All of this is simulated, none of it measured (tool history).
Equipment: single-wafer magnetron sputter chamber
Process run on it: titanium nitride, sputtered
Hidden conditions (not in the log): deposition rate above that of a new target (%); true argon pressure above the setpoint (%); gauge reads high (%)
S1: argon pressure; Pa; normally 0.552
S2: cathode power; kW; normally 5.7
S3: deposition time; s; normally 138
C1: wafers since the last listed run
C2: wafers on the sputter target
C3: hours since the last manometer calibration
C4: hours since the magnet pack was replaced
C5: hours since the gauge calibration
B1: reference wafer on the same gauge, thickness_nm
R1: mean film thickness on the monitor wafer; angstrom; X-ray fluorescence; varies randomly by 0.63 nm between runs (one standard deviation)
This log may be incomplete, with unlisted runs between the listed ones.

run 1 hour=0 | S1=0.552 S2=5.7 S3=138 | C1=0 C2=4054 C3=832.9 C4=9760.6 C5=352.3 | B1=107.035 | R1=1189.24
run 2 hour=15.9 | S1=0.552 S2=5.7 S3=138 | C1=115 C2=4169 C3=848.8 C4=9776.5 C5=368.2 | B1=106.99 | R1=1181.59
-- hour=16.6 gauge calibrated
run 3 hour=31.4 | S1=0.552 S2=5.7 S3=138 | C1=112 C2=4281 C3=864.3 C4=9792 C5=14.8 | B1=107.09 | R1=1190.21
run 4 hour=60.3 | S1=0.422 S2=5.7 S3=138 | C1=209 C2=4490 C3=893.2 C4=9820.9 C5=43.7 | B1=106.969 | R1=1227.21
run 5 hour=85.8 | S1=0.552 S2=5.7 S3=138 | C1=184 C2=4675 C3=918.7 C4=9846.4 C5=69.2 | B1=106.944 | R1=1176.52
run 6 hour=108.8 | S1=0.552 S2=5.7 S3=138 | C1=166 C2=4841 C3=941.7 C4=9869.4 C5=92.2 | B1=107.025 | R1=1182.02
run 7 hour=143.1 | S1=0.709 S2=5.7 S3=138 | C1=248 C2=5089 C3=976 C4=9903.7 C5=126.5 | B1=106.75 | R1=1125.84
run 8 hour=161.8 | S1=0.709 S2=5.7 S3=138 | C1=135 C2=5225 C3=994.7 C4=9922.4 C5=145.2 | B1=106.791 | R1=1114.5
-- hour=192.4 sputter target and shields replaced
run 9 hour=193.6 | S1=0.709 S2=5.7 S3=138 | C1=172 C2=8 C3=1026.5 C4=9954.2 C5=177 | B1=106.999 | R1=1223.02
-- hour=202.6 capacitance manometer re-zeroed and calibrated
run 10 hour=213.5 | S1=0.552 S2=5.7 S3=138 | C1=86 C2=94 C3=10.9 C4=9974.1 C5=196.9 | B1=107.065 | R1=1262.75
run 11 hour=246.4 | S1=0.552 S2=5.7 S3=138 | C1=238 C2=332 C3=43.8 C4=10007 C5=229.8 | B1=107.034 | R1=1263.91
run 12 hour=264 | S1=0.552 S2=5.7 S3=138 | C1=127 C2=460 C3=61.4 C4=10024.6 C5=247.4 | B1=106.836 | R1=1277.31
-- hour=289.4 magnet pack replaced
run 13 hour=295.6 | S1=0.552 S2=5.7 S3=138 | C1=170 C2=631 C3=93 C4=6.2 C5=279 | B1=107.019 | R1=1251.23
run 14 hour=313.8 | S1=0.72 S2=5.25 S3=113 | C1=131 C2=762 C3=111.2 C4=24.4 C5=297.2 | B1=106.974 | R1=905.42
run 15 hour=342.7 | S1=0.552 S2=6.5 S3=152 | C1=209 C2=972 C3=140.1 C4=53.3 C5=326.1 | B1=107.023 | R1=1576.18
run 16 hour=366.7 | S1=0.735 S2=5.7 S3=117 | C1=173 C2=1145 C3=164.1 C4=77.3 C5=350.1 | B1=107.202 | R1=1010.32
run 17 hour=389.5 | S1=0.552 S2=5.7 S3=138 | C1=165 C2=1310 C3=186.9 C4=100.1 C5=372.9 | B1=107.212 | R1=1237.68
-- hour=401.3 gauge calibrated
run 18 hour=405.9 | S1=0.552 S2=5.7 S3=149 | C1=118 C2=1429 C3=203.3 C4=116.5 C5=4.6 | B1=107.185 | R1=1334.88
run 19 hour=441.4 | S1=0.552 S2=5.7 S3=138 | C1=256 C2=1686 C3=238.8 C4=152 C5=40.1 | B1=106.922 | R1=1235.4
run 20 hour=476.8 | S1=0.552 S2=5.7 S3=127 | C1=256 C2=1942 C3=274.2 C4=187.4 C5=75.5 | B1=106.774 | R1=1128.86
run 21 hour=488.8 | S1=0.552 S2=5.7 S3=138 | C1=86 C2=2029 C3=286.2 C4=199.4 C5=87.5 | B1=106.995 | R1=1232.06
run 22 hour=514.3 | S1=0.456 S2=4.5 S3=131 | C1=184 C2=2214 C3=311.7 C4=224.9 C5=113 | B1=107.183 | R1=949.38
run 23 hour=539 | S1=0.552 S2=5.7 S3=138 | C1=178 C2=2392 C3=336.4 C4=249.6 C5=137.7 | B1=107.269 | R1=1227.73
run 24 hour=559.3 | S1=0.552 S2=6.8 S3=138 | C1=146 C2=2539 C3=356.7 C4=269.9 C5=158 | B1=106.907 | R1=1454.78
run 25 hour=574.1 | S1=0.552 S2=6.65 S3=156 | C1=107 C2=2647 C3=371.5 C4=284.7 C5=172.8 | B1=106.907 | R1=1617.05
run 26 hour=590.4 | S1=0.337 S2=6.4 S3=159 | C1=117 C2=2764 C3=387.8 C4=301 C5=189.1 | B1=106.846 | R1=1674.16
run 27 hour=617.7 | S1=0.348 S2=5.35 S3=131 | C1=197 C2=2962 C3=415.1 C4=328.3 C5=216.4 | B1=107.172 | R1=1140.05

5 options for the next run, each taken on its own from the tool as it stands now. Forecast them:
run A hour=618.1 | S1=0.552 S2=5.7 S3=138 | C1=2 C2=2965 C3=415.5 C4=328.7 C5=216.8 | B1=? | R1=?
run B hour=618.1 | S1=0.552 S2=6.15 S3=138 | C1=2 C2=2965 C3=415.5 C4=328.7 C5=216.8 | B1=? | R1=?
run C hour=618.1 | S1=0.655 S2=6.15 S3=130 | C1=2 C2=2965 C3=415.5 C4=328.7 C5=216.8 | B1=? | R1=?
run D hour=618.1 | S1=0.443 S2=5.7 S3=138 | C1=2 C2=2965 C3=415.5 C4=328.7 C5=216.8 | B1=? | R1=?
run E hour=618.1 | S1=0.68 S2=5.3 S3=116 | C1=2 C2=2965 C3=415.5 C4=328.7 C5=216.8 | B1=? | R1=?

run=A B1=107.124 R1=1215.02
run=B B1=107.124 R1=1310.94
run=C B1=107.124 R1=1202.63
run=D B1=107.124 R1=1249.97
run=E B1=107.124 R1=918.91
Without the tool's unlogged condition, the same runs would have read:
run=A R1=1279.39
run=B R1=1380.39
run=C R1=1266.34
run=D R1=1316.18
run=E R1=967.59

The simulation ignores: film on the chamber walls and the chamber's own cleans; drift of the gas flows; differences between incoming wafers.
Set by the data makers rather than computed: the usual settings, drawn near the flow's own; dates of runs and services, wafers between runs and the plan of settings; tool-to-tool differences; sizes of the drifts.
